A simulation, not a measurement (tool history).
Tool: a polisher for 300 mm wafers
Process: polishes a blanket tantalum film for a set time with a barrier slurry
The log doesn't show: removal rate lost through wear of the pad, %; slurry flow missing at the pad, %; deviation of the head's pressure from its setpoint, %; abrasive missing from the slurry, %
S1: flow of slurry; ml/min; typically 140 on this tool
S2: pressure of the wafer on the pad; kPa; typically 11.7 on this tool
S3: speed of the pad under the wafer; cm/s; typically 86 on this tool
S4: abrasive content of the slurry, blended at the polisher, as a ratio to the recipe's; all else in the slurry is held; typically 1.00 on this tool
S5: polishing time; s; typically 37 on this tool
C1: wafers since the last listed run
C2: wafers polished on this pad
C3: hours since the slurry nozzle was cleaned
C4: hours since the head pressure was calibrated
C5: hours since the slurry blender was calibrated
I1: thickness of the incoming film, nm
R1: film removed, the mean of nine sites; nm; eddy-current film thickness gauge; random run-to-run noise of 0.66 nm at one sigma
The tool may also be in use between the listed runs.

{"run": 1, "day": 0.0, "S1": 140, "S2": 11.7, "S3": 102, "S4": 1.1, "S5": 37, "C1": 0, "C2": 54, "C3": 115.8, "C4": 101.2, "C5": 262.8, "I1": 293.4, "R1": 54.7}
{"day": 6.192, "done": "slurry blender recalibrated"}
{"run": 2, "day": 10.783, "S1": 140, "S2": 11.7, "S3": 102, "S4": 1.1, "S5": 37, "C1": 1654, "C2": 1709, "C3": 374.6, "C4": 360.0, "C5": 110.2, "I1": 294.1, "R1": 55.6}
{"run": 3, "day": 13.121, "S1": 140, "S2": 11.7, "S3": 86, "S4": 1.0, "S5": 37, "C1": 361, "C2": 2070, "C3": 430.7, "C4": 416.1, "C5": 166.3, "I1": 286.5, "R1": 45.0}
{"run": 4, "day": 15.362, "S1": 140, "S2": 11.7, "S3": 86, "S4": 1.0, "S5": 37, "C1": 346, "C2": 2417, "C3": 484.5, "C4": 469.9, "C5": 220.1, "I1": 287.3, "R1": 44.6}
{"run": 5, "day": 16.896, "S1": 140, "S2": 11.7, "S3": 86, "S4": 1.0, "S5": 37, "C1": 237, "C2": 2654, "C3": 521.3, "C4": 506.7, "C5": 256.9, "I1": 290.5, "R1": 44.4}
{"day": 19.267, "done": "worn pad replaced by a new one"}
{"day": 21.488, "done": "slurry nozzle cleaned"}
{"day": 25.0, "done": "slurry blender recalibrated"}
{"run": 6, "day": 29.025, "S1": 140, "S2": 11.7, "S3": 86, "S4": 1.0, "S5": 37, "C1": 1830, "C2": 1489, "C3": 180.9, "C4": 797.8, "C5": 96.6, "I1": 290.4, "R1": 41.7}
{"day": 31.083, "done": "head pressure recalibrated"}
{"run": 7, "day": 31.975, "S1": 140, "S2": 11.7, "S3": 86, "S4": 1.0, "S5": 37, "C1": 443, "C2": 1932, "C3": 251.7, "C4": 21.4, "C5": 167.4, "I1": 291.9, "R1": 40.9}
{"run": 8, "day": 34.692, "S1": 140, "S2": 14.5, "S3": 86, "S4": 1.0, "S5": 37, "C1": 420, "C2": 2352, "C3": 316.9, "C4": 86.6, "C5": 232.6, "I1": 287.5, "R1": 51.2}
{"day": 35.738, "done": "worn pad replaced by a new one"}
{"run": 9, "day": 36.754, "S1": 140, "S2": 14.5, "S3": 86, "S4": 1.0, "S5": 37, "C1": 293, "C2": 157, "C3": 366.4, "C4": 136.1, "C5": 282.1, "I1": 292.4, "R1": 50.6}
{"run": 10, "day": 38.992, "S1": 140, "S2": 14.5, "S3": 86, "S4": 1.0, "S5": 37, "C1": 346, "C2": 503, "C3": 420.1, "C4": 189.8, "C5": 335.8, "I1": 293.7, "R1": 48.7}
{"run": 11, "day": 41.042, "S1": 140, "S2": 11.7, "S3": 86, "S4": 0.8, "S5": 37, "C1": 317, "C2": 820, "C3": 469.3, "C4": 239.0, "C5": 385.0, "I1": 294.5, "R1": 36.9}
{"day": 43.354, "done": "slurry blender recalibrated, repeated, since the last time left the tool worse"}
{"run": 12, "day": 43.658, "S1": 140, "S2": 11.7, "S3": 86, "S4": 1.0, "S5": 37, "C1": 391, "C2": 1211, "C3": 532.1, "C4": 301.8, "C5": 7.3, "I1": 294.2, "R1": 45.6}
{"run": 13, "day": 45.392, "S1": 140, "S2": 11.7, "S3": 86, "S4": 1.0, "S5": 37, "C1": 268, "C2": 1479, "C3": 573.7, "C4": 343.4, "C5": 48.9, "I1": 292.2, "R1": 45.2}
{"run": 14, "day": 47.212, "S1": 140, "S2": 11.7, "S3": 86, "S4": 1.0, "S5": 37, "C1": 281, "C2": 1761, "C3": 617.4, "C4": 387.1, "C5": 92.6, "I1": 288.8, "R1": 45.7}
{"run": 15, "day": 49.767, "S1": 140, "S2": 11.7, "S3": 60, "S4": 1.0, "S5": 37, "C1": 394, "C2": 2156, "C3": 678.7, "C4": 448.4, "C5": 153.9, "I1": 291.4, "R1": 31.2}
{"day": 49.962, "done": "slurry nozzle cleaned"}
{"run": 16, "day": 53.079, "S1": 140, "S2": 15.9, "S3": 86, "S4": 0.8, "S5": 50, "C1": 505, "C2": 2662, "C3": 74.8, "C4": 527.9, "C5": 233.4, "I1": 290.3, "R1": 76.4}
{"day": 54.592, "done": "worn pad replaced by a new one"}
{"run": 17, "day": 55.858, "S1": 140, "S2": 13.8, "S3": 86, "S4": 1.0, "S5": 37, "C1": 404, "C2": 196, "C3": 141.5, "C4": 594.6, "C5": 300.1, "I1": 290.9, "R1": 50.9}
{"run": 18, "day": 58.033, "S1": 140, "S2": 11.7, "S3": 104, "S4": 1.0, "S5": 37, "C1": 336, "C2": 532, "C3": 193.7, "C4": 646.8, "C5": 352.3, "I1": 289.3, "R1": 52.5}
{"day": 60.721, "done": "head pressure recalibrated"}
{"run": 19, "day": 62.017, "S1": 165, "S2": 13.1, "S3": 86, "S4": 0.75, "S5": 28, "C1": 603, "C2": 1135, "C3": 289.3, "C4": 31.1, "C5": 447.9, "I1": 288.3, "R1": 34.4}
{"day": 63.1, "done": "slurry blender recalibrated"}
{"run": 20, "day": 63.821, "S1": 120, "S2": 11.7, "S3": 86, "S4": 1.0, "S5": 44, "C1": 266, "C2": 1401, "C3": 332.6, "C4": 74.4, "C5": 17.3, "I1": 295.2, "R1": 52.3}
{"run": 21, "day": 67.438, "S1": 140, "S2": 11.7, "S3": 86, "S4": 1.0, "S5": 37, "C1": 559, "C2": 1960, "C3": 419.4, "C4": 161.2, "C5": 104.1, "I1": 285.5, "R1": 44.4}
{"run": 22, "day": 69.512, "S1": 140, "S2": 13.1, "S3": 86, "S4": 1.0, "S5": 37, "C1": 320, "C2": 2281, "C3": 469.2, "C4": 211.0, "C5": 153.9, "I1": 290.8, "R1": 49.8}
{"run": 23, "day": 71.408, "S1": 140, "S2": 10.3, "S3": 112, "S4": 1.15, "S5": 31, "C1": 293, "C2": 2575, "C3": 514.7, "C4": 256.5, "C5": 199.4, "I1": 287.7, "R1": 43.8}
{"day": 73.117, "done": "worn pad replaced by a new one"}
{"run": 24, "day": 75.029, "S1": 140, "S2": 11.7, "S3": 102, "S4": 1.2, "S5": 37, "C1": 534, "C2": 296, "C3": 601.6, "C4": 343.4, "C5": 286.3, "I1": 291.4, "R1": 55.4}
{"day": 77.571, "done": "slurry nozzle cleaned"}
{"run": 25, "day": 77.592, "S1": 175, "S2": 15.2, "S3": 76, "S4": 1.0, "S5": 41, "C1": 389, "C2": 685, "C3": 0.5, "C4": 404.9, "C5": 347.8, "I1": 290.7, "R1": 57.0}
{"day": 78.867, "done": "slurry blender recalibrated"}
{"run": 26, "day": 81.142, "S1": 140, "S2": 11.7, "S3": 86, "S4": 1.0, "S5": 49, "C1": 536, "C2": 1221, "C3": 85.7, "C4": 490.1, "C5": 54.6, "I1": 286.9, "R1": 60.1}
{"run": 27, "day": 84.038, "S1": 140, "S2": 11.7, "S3": 86, "S4": 1.0, "S5": 37, "C1": 447, "C2": 1669, "C3": 155.2, "C4": 559.6, "C5": 124.1, "I1": 290.3, "R1": 44.8}
{"run": 28, "day": 88.067, "S1": 105, "S2": 14.5, "S3": 66, "S4": 1.0, "S5": 37, "C1": 623, "C2": 2292, "C3": 251.9, "C4": 656.3, "C5": 220.8, "I1": 288.2, "R1": 39.3}
{"day": 89.8, "done": "worn pad replaced by a new one"}
{"run": 29, "day": 92.546, "S1": 140, "S2": 11.7, "S3": 86, "S4": 1.0, "S5": 37, "C1": 666, "C2": 424, "C3": 359.4, "C4": 763.8, "C5": 328.3, "I1": 291.9, "R1": 45.4}

Alternative continuations, all from the tool just after run 29; predict every row:
{"run": "A", "day": 92.562, "S1": 140, "S2": 11.7, "S3": 102, "S4": 1.0, "S5": 37, "C1": 2, "C2": 427, "C3": 359.8, "C4": 764.2, "C5": 328.7, "I1": 291.9, "R1": "?"}
{"run": "B", "day": 92.562, "S1": 140, "S2": 11.7, "S3": 86, "S4": 1.0, "S5": 43, "C1": 2, "C2": 427, "C3": 359.8, "C4": 764.2, "C5": 328.7, "I1": 291.9, "R1": "?"}
{"run": "C", "day": 92.562, "S1": 110, "S2": 11.7, "S3": 86, "S4": 1.0, "S5": 37, "C1": 2, "C2": 427, "C3": 359.8, "C4": 764.2, "C5": 328.7, "I1": 291.9, "R1": "?"}

run=A R1=52.1
run=B R1=51.3
run=C R1=41.9
What these runs would have given with no unlogged condition in the tool:
run=A R1=53.3
run=B R1=52.5
run=C R1=42.8
